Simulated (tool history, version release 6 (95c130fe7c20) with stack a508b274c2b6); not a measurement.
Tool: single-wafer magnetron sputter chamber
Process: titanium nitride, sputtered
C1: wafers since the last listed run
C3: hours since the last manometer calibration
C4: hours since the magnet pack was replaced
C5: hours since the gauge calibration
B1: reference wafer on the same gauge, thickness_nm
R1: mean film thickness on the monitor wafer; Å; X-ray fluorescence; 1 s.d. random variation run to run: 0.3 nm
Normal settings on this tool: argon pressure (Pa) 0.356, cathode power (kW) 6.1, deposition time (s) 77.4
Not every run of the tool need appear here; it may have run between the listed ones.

Run 1, day 0: usual settings; C1 0; wafers on the sputter target 5806; C3 1059.7; C4 11122.2; C5 34.4; B1 81.204. Result: R1 807.82 Å.
At day 1.129: sputter target and shields replaced.
Run 2, day 1.15: usual settings; C1 372; wafers on the sputter target 10; C3 1087.3; C4 11149.8; C5 62; B1 81.195. Result: R1 827.01 Å.
Run 3, day 2.108: usual settings; C1 436; wafers on the sputter target 446; C3 1110.3; C4 11172.8; C5 85; B1 81.182. Result: R1 822.84 Å.
Run 4, day 2.721: usual settings; C1 279; wafers on the sputter target 725; C3 1125; C4 11187.5; C5 99.7; B1 81.203. Result: R1 817.69 Å.
Run 5, day 3.308: usual settings but argon pressure (Pa) 0.309; C1 267; wafers on the sputter target 993; C3 1139.1; C4 11201.6; C5 113.8; B1 81.176. Result: R1 829.71 Å.
Run 6, day 4.362: usual settings but deposition time (s) 67; C1 480; wafers on the sputter target 1473; C3 1164.4; C4 11226.9; C5 139.1; B1 81.3. Result: R1 707.63 Å.
Run 7, day 5.358: usual settings but deposition time (s) 67; C1 453; wafers on the sputter target 1927; C3 1188.3; C4 11250.8; C5 163; B1 81.229. Result: R1 707.65 Å.
Run 8, day 6.192: usual settings but deposition time (s) 67; C1 379; wafers on the sputter target 2307; C3 1208.3; C4 11270.8; C5 183; B1 81.147. Result: R1 704.55 Å.
Run 9, day 7.062: usual settings but argon pressure (Pa) 0.275, deposition time (s) 69.5; C1 396; wafers on the sputter target 2704; C3 1229.2; C4 11291.7; C5 203.9; B1 81.207. Result: R1 754.63 Å.
Run 10, day 8.412: usual settings but argon pressure (Pa) 0.275, deposition time (s) 69.5; C1 615; wafers on the sputter target 3319; C3 1261.6; C4 11324.1; C5 236.3; B1 81.135. Result: R1 753.63 Å.
Run 11, day 9.675: usual settings but argon pressure (Pa) 0.275, deposition time (s) 69.5; C1 575; wafers on the sputter target 3894; C3 1291.9; C4 11354.4; C5 266.6; B1 81.165. Result: R1 753.22 Å.
Run 12, day 11.471: usual settings; C1 818; wafers on the sputter target 4712; C3 1335; C4 11397.5; C5 309.7; B1 81.128. Result: R1 811.44 Å.
Run 13, day 12.438: usual settings; C1 440; wafers on the sputter target 5153; C3 1358.2; C4 11420.7; C5 332.9; B1 81.21. Result: R1 813.19 Å.
Run 14, day 13.596: usual settings; C1 527; wafers on the sputter target 5681; C3 1386; C4 11448.5; C5 360.7; B1 81.23. Result: R1 805.83 Å.
At day 14.521: sputter target and shields replaced.
Run 15, day 14.733: usual settings; C1 366; wafers on the sputter target 96; C3 1413.3; C4 11475.8; C5 388; B1 81.161. Result: R1 820.64 Å.
Run 16, day 16.1: usual settings; C1 622; wafers on the sputter target 719; C3 1446.1; C4 11508.6; C5 420.8; B1 81.192. Result: R1 810.33 Å.
At day 17.133: magnet pack replaced.
Run 17, day 17.154: usual settings; C1 328; wafers on the sputter target 1047; C3 1471.4; C4 0.5; C5 446.1; B1 81.252. Result: R1 812.97 Å.
At day 17.283: gauge calibrated.
Run 18, day 18.046: usual settings but argon pressure (Pa) 0.215, cathode power (kW) 5.2, deposition time (s) 85.4; C1 406; wafers on the sputter target 1454; C3 1492.8; C4 21.9; C5 18.3; B1 81.266. Result: R1 813.63 Å.
Run 19, day 18.942: usual settings but argon pressure (Pa) 0.461, cathode power (kW) 5.1; C1 408; wafers on the sputter target 1862; C3 1514.3; C4 43.4; C5 39.8; B1 81.236. Result: R1 660.37 Å.
Run 20, day 20.433: usual settings but argon pressure (Pa) 0.4, deposition time (s) 85.4; C1 679; wafers on the sputter target 2542; C3 1550.1; C4 79.2; C5 75.6; B1 81.245. Result: R1 881.91 Å.
Run 21, day 21.467: usual settings but argon pressure (Pa) 0.428; C1 470; wafers on the sputter target 3012; C3 1574.9; C4 104; C5 100.4; B1 81.149. Result: R1 784.65 Å.
Run 22, day 22.25: usual settings but argon pressure (Pa) 0.491, deposition time (s) 65.5; C1 356; wafers on the sputter target 3369; C3 1593.7; C4 122.8; C5 119.2; B1 81.216. Result: R1 650.14 Å.
Run 23, day 23.408: usual settings but argon pressure (Pa) 0.238, cathode power (kW) 7; C1 527; wafers on the sputter target 3897; C3 1621.5; C4 150.6; C5 147; B1 81.284. Result: R1 968.61 Å.
At day 23.783: capacitance manometer re-zeroed and calibrated.
Run 24, day 24.688: usual settings but argon pressure (Pa) 0.495, cathode power (kW) 5.1, deposition time (s) 68.4; C1 430; wafers on the sputter target 4328; C3 21.7; C4 181.3; C5 177.7; B1 81.176. Result: R1 571.25 Å.
Run 25, day 25.767: usual settings but cathode power (kW) 7.1; C1 491; wafers on the sputter target 4820; C3 47.6; C4 207.2; C5 203.6; B1 81.193. Result: R1 938.99 Å.
At day 26.133: sputter target and shields replaced.
Run 26, day 26.717: usual settings; C1 280; wafers on the sputter target 265; C3 70.4; C4 230; C5 226.4; B1 81.232. Result: R1 817.03 Å.
Run 27, day 28.212: usual settings but cathode power (kW) 6.9; C1 681; wafers on the sputter target 946; C3 106.3; C4 265.9; C5 262.3; B1 81.272. Result: R1 918.3 Å.
Run 28, day 29.675: usual settings; C1 666; wafers on the sputter target 1613; C3 141.4; C4 301; C5 297.4; B1 81.225. Result: R1 810.89 Å.
Run 29, day 30.208: usual settings but argon pressure (Pa) 0.489, cathode power (kW) 5.15, deposition time (s) 90.4; C1 243; wafers on the sputter target 1856; C3 154.2; C4 313.8; C5 310.2; B1 81.178. Result: R1 765.39 Å.

Per-run results on a tool with no hidden state, each run keeping its own random variation:
The tool's hidden condition here consists of: deposition rate above that of a new target (%); true argon pressure above the setpoint (%); gauge reads high (%).
run      R1
  1  821.65
  2  827.12
  3  825.85
  4  822.22
  5  835.61
  6  714.33
  7   715.6
  8  713.31
  9  764.79
 10  764.71
 11  764.95
 12  824.78
 13  826.83
 14  819.61
 15  822.45
 16  815.86
 17  820.71
 18  822.87
 19  668.86
 20  894.94
 21  797.03
 22  660.79
 23  985.18
 24  581.37
 25  955.99
 26  821.22
 27  927.24
 28  821.39
 29  776.01

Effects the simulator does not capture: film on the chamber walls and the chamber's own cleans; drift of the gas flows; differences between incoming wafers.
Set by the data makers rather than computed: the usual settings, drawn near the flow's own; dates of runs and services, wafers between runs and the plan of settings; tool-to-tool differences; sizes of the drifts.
